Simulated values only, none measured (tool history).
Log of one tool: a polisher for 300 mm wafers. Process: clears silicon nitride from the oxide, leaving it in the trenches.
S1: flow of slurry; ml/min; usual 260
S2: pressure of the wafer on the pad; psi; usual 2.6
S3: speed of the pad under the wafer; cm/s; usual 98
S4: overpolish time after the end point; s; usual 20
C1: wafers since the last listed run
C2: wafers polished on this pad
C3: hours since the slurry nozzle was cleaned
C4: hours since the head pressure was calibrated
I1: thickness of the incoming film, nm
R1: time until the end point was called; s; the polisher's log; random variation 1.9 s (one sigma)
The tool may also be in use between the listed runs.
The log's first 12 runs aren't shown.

run,day,S1,S2,S3,S4,C1,C2,C3,C4,I1,R1
# day 10.667: slurry nozzle cleaned
13,10.846,260,2.6,98,20,409,733,4.3,997.5,90.0,97.4
14,12.050,260,2.6,98,20,293,1026,33.2,1026.4,89.6,102.9
15,13.125,350,2.6,110,10,261,1288,59.0,1052.2,91.1,91.7
# day 13.979: head pressure recalibrated
16,14.417,195,2.3,116,9,294,1582,90.0,10.5,91.5,103.7
17,15.850,260,2.8,88,20,349,1932,124.4,44.9,89.9,108.9
# day 18.829: worn pad replaced by a new one
18,19.888,350,2.9,98,9,943,258,221.3,141.8,91.3,96.8
19,21.350,300,2.6,98,20,356,614,256.4,176.9,88.2,105.5
# day 21.479: slurry nozzle cleaned
20,22.500,260,2.6,98,20,270,884,24.5,204.5,89.2,95.2

Forecast run 21:
21,23.817,185,2.1,70,20,320,1205,56.1,236.1,90.7,?

{"run 21": {"R1": 168.6}}
Without the tool's hidden state the same run would have given R1 161.7 s.
